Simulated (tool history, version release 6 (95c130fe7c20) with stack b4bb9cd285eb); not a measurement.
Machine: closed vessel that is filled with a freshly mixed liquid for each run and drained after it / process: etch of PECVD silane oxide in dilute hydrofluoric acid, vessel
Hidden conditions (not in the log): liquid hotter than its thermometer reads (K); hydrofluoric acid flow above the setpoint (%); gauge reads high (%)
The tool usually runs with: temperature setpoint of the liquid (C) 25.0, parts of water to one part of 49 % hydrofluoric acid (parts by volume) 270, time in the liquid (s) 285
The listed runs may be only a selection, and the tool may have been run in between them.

run     day  temperature setpoint of the liquid (C)  parts of water to one part of 49 % hydrofluoric acid (parts by volume)  time in the liquid (s)  wafers since the last listed run  hours since the thermometer was replaced  hours since the hydrofluoric acid flow meter was replaced  hours since the gauge calibration  read-back film thickness of the PECVD silane oxide reference wafer, read on the same gauge (nm)  thickness taken off the PECVD silane oxide on a monitor wafer (nm)
  1   0.000                                    25.0                                                                     270                     285                                 0                                    2358.1                                                     1956.3                              683.9                                                                                            80.00                                                               20.39
  2   1.112                                    25.0                                                                     270                     285                              3004                                    2384.8                                                     1983.0                              710.6                                                                                            79.99                                                               20.37
  3   1.721                                    25.0                                                                     270                     285                              1642                                    2399.4                                                     1997.6                              725.2                                                                                            79.96                                                               20.43
  4   2.967                                    25.0                                                                     300                     285                              3364                                    2429.3                                                     2027.5                              755.1                                                                                            79.98                                                               17.83
  5   4.300                                    25.0                                                                     300                     285                              3600                                    2461.3                                                     2059.5                              787.1                                                                                            80.00                                                               17.93
  6   7.350                                    25.0                                                                     300                     285                              8237                                    2534.5                                                     2132.7                              860.3                                                                                            80.00                                                               18.02
  7   8.842                                    25.0                                                                     270                     340                              4028                                    2570.3                                                     2168.5                              896.1                                                                                            80.03                                                               24.56
  8  12.267                                    25.0                                                                     270                     285                              9249                                    2652.5                                                     2250.7                              978.3                                                                                            80.03                                                               20.76
  9  13.121                                    25.0                                                                     270                     285                              2306                                    2673.0                                                     2271.2                              998.8                                                                                            79.99                                                               20.79
 10  14.196                                    25.0                                                                     270                     285                              2903                                    2698.8                                                     2297.0                             1024.6                                                                                            79.97                                                               20.81
 11  14.879                                    21.0                                                                     270                     355                              1845                                    2715.2                                                     2313.4                             1041.0                                                                                            79.99                                                               22.89
 12  15.888                                    21.0                                                                     270                     355                              2723                                    2739.4                                                     2337.6                             1065.2                                                                                            80.01                                                               22.67
 13  16.800                                    21.0                                                                     270                     355                              2464                                    2761.3                                                     2359.5                             1087.1                                                                                            80.01                                                               22.74
 14  17.383                                    25.0                                                                     270                     285                              1575                                    2775.3                                                     2373.5                             1101.1                                                                                            79.99                                                               20.74
 15  18.104                                    25.0                                                                     270                     425                              1946                                    2792.6                                                     2390.8                             1118.4                                                                                            80.01                                                               31.03
     19.179  -- thermometer replaced
 16  19.417                                    25.0                                                                     270                     285                              3432                                       5.7                                                     2422.3                             1149.9                                                                                            79.98                                                               18.72
 17  20.075                                    25.0                                                                     400                     285                              1777                                      21.5                                                     2438.1                             1165.7                                                                                            79.99                                                               11.13
 18  20.975                                    25.0                                                                     300                     285                              2430                                      43.1                                                     2459.7                             1187.3                                                                                            80.00                                                               16.46
 19  22.000                                    25.0                                                                     270                     125                              2768                                      67.7                                                     2484.3                             1211.9                                                                                            80.01                                                                8.19
     22.675  -- gauge calibrated
 20  23.483                                    25.0                                                                     270                     185                              4006                                     103.3                                                     2519.9                               19.4                                                                                            80.01                                                               12.33
 21  24.329                                    27.0                                                                     270                     285                              2284                                     123.6                                                     2540.2                               39.7                                                                                            80.03                                                               20.26
 22  25.208                                    25.0                                                                     390                     285                              2374                                     144.7                                                     2561.3                               60.8                                                                                            80.00                                                               11.49
 23  26.033                                    20.5                                                                     270                     175                              2228                                     164.5                                                     2581.1                               80.6                                                                                            80.04                                                                9.86
     29.483  -- hydrofluoric acid flow meter replaced
 24  30.196                                    27.5                                                                     405                     185                             11129                                     264.4                                                       17.1                              180.5                                                                                            80.01                                                                7.80
 25  31.579                                    25.0                                                                     165                     285                              3735                                     297.6                                                       50.3                              213.7                                                                                            79.99                                                               34.93
 26  32.175                                    27.0                                                                     385                     190                              1609                                     311.9                                                       64.6                              228.0                                                                                            80.02                                                                8.43
 27  33.271                                    25.0                                                                     390                     285                              2959                                     338.2                                                       90.9                              254.3                                                                                            79.99                                                               11.74
 28  34.067                                    28.5                                                                     385                     285                              2149                                     357.3                                                      110.0                              273.4                                                                                            79.99                                                               13.08
 29  35.471                                    25.0                                                                     235                     190                              3792                                     391.0                                                      143.7                              307.1                                                                                            80.00                                                               15.19
 30  36.529                                    28.0                                                                     305                     185                              2858                                     416.4                                                      169.1                              332.5                                                                                            79.99                                                               11.61
 31  37.296                                    20.0                                                                     360                     145                              2070                                     434.8                                                      187.5                              350.9                                                                                            80.01                                                                5.65
 32  38.517                                    29.5                                                                     345                     285                              3297                                     464.1                                                      216.8                              380.2                                                                                            79.96                                                               15.83

5 options for the next run, each taken on its own from the tool as it stands now. Forecast them:
  A  38.546                                    21.0                                                                     270                     285                                78                                     464.8                                                      217.5                              380.9                                                                                                ?                                                                   ?
  B  38.546                                    22.5                                                                     315                     220                                78                                     464.8                                                      217.5                              380.9                                                                                                ?                                                                   ?
  C  38.546                                    29.5                                                                     320                     340                                78                                     464.8                                                      217.5                              380.9                                                                                                ?                                                                   ?
  D  38.546                                    25.0                                                                     165                     420                                78                                     464.8                                                      217.5                              380.9                                                                                                ?                                                                   ?
  E  38.546                                    25.0                                                                     175                     330                                78                                     464.8                                                      217.5                              380.9                                                                                                ?                                                                   ?

run  read-back film thickness of the PECVD silane oxide reference wafer, read on the same gauge (nm)  thickness taken off the PECVD silane oxide on a monitor wafer (nm)
  A                                                                                            79.99                                                               16.25
  B                                                                                            79.99                                                               10.87
  C                                                                                            79.99                                                               20.77
  D                                                                                            79.99                                                               50.66
  E                                                                                            79.99                                                               37.10
With the hidden condition removed and each run's random variation left untouched, the same runs would have given:
run  thickness taken off the PECVD silane oxide on a monitor wafer (nm)
  A                                                               15.95
  B                                                               10.68
  C                                                               20.43
  D                                                               49.70
  E                                                               36.40
